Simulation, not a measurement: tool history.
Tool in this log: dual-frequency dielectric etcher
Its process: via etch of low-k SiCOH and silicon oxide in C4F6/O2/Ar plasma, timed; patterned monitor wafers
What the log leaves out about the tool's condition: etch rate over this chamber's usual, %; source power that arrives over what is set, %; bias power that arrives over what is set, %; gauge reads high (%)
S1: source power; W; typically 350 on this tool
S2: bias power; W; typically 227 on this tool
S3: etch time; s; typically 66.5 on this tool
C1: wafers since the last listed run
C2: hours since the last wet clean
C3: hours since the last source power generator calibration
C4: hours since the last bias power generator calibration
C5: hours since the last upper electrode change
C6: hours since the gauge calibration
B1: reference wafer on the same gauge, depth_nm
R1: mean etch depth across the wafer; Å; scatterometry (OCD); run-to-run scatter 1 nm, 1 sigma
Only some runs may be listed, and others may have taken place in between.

run,hour,S1,S2,S3,C1,C2,C3,C4,C5,C6,B1,R1
1,0.0,350,227,57.0,0,529.3,3818.6,3984.6,3440.9,1181.5,141.9,1313
2,37.7,350,227,57.0,323,567.0,3856.3,4022.3,3478.6,1219.2,142.0,1310
# hour 63.4: bias power generator calibrated
# hour 98.3: wet clean of the chamber
3,103.3,350,227,57.0,322,5.0,3921.9,39.9,3544.2,1284.8,142.0,1378
4,133.8,350,227,79.0,261,35.5,3952.4,70.4,3574.7,1315.3,141.8,1887
# hour 242.6: gauge calibrated
5,254.6,350,227,66.5,1035,156.3,4073.2,191.2,3695.5,12.0,141.9,1571
6,323.2,350,227,66.5,587,224.9,4141.8,259.8,3764.1,80.6,142.1,1582
7,356.1,350,227,79.0,281,257.8,4174.7,292.7,3797.0,113.5,142.2,1847
8,485.9,300,227,53.5,1112,387.6,4304.5,422.5,3926.8,243.3,142.3,1195
9,553.1,350,227,66.5,575,454.8,4371.7,489.7,3994.0,310.5,142.1,1544
10,581.3,350,279,52.0,241,483.0,4399.9,517.9,4022.2,338.7,142.3,1306
11,626.9,420,264,47.0,390,528.6,4445.5,563.5,4067.8,384.3,141.6,1215
# hour 657.7: wet clean of the chamber
12,671.3,350,267,66.5,174,13.6,4489.9,607.9,4112.2,428.7,142.1,1675
# hour 703.6: upper electrode replaced
13,704.1,390,281,79.5,75,46.4,4522.7,640.7,0.5,461.5,142.0,2107
14,756.5,280,259,57.5,449,98.8,4575.1,693.1,52.9,513.9,141.5,1329
15,782.0,350,227,66.5,218,124.3,4600.6,718.6,78.4,539.4,141.8,1578
16,836.1,290,193,54.0,463,178.4,4654.7,772.7,132.5,593.5,141.9,1147
17,872.5,270,248,78.0,311,214.8,4691.1,809.1,168.9,629.9,142.0,1776
18,902.7,310,227,56.5,258,245.0,4721.3,839.3,199.1,660.1,142.1,1297
# hour 907.7: source power generator calibrated
19,946.7,350,227,66.5,342,289.0,39.0,883.3,243.1,704.1,142.0,1548
20,1000.7,440,227,83.5,462,343.0,93.0,937.3,297.1,758.1,141.7,2102
21,1049.2,430,227,66.5,415,391.5,141.5,985.8,345.6,806.6,142.5,1662
22,1111.4,270,269,56.5,532,453.7,203.7,1048.0,407.8,868.8,141.8,1293
23,1163.7,350,227,66.5,448,506.0,256.0,1100.3,460.1,921.1,142.1,1539
24,1196.4,350,227,66.5,280,538.7,288.7,1133.0,492.8,953.8,142.4,1548
25,1242.0,350,227,66.5,390,584.3,334.3,1178.6,538.4,999.4,141.9,1550
# hour 1281.8: wet clean of the chamber
26,1282.3,380,245,80.0,139,0.5,374.6,1218.9,578.7,1039.7,141.7,2037
27,1314.3,320,272,86.0,274,32.5,406.6,1250.9,610.7,1071.7,142.0,2130
28,1350.1,350,227,66.5,306,68.3,442.4,1286.7,646.5,1107.5,141.8,1600
29,1403.7,280,256,66.5,459,121.9,496.0,1340.3,700.1,1161.1,142.2,1526

Consider 4 possible next runs. They are alternatives, not a sequence: every one starts from the tool as it was left by run 29. What does each give?
A,1404.1,350,227,66.5,3,122.3,496.4,1340.7,700.5,1161.5,?,?
B,1404.1,310,227,57.0,3,122.3,496.4,1340.7,700.5,1161.5,?,?
C,1404.1,290,264,66.5,3,122.3,496.4,1340.7,700.5,1161.5,?,?
D,1404.1,380,227,66.5,3,122.3,496.4,1340.7,700.5,1161.5,?,?

run,B1,R1
A,142.4,1582
B,142.4,1307
C,142.4,1577
D,142.4,1622
Without the tool's unlogged condition, the same runs would have read:
run,R1
A,1589
B,1313
C,1584
D,1629
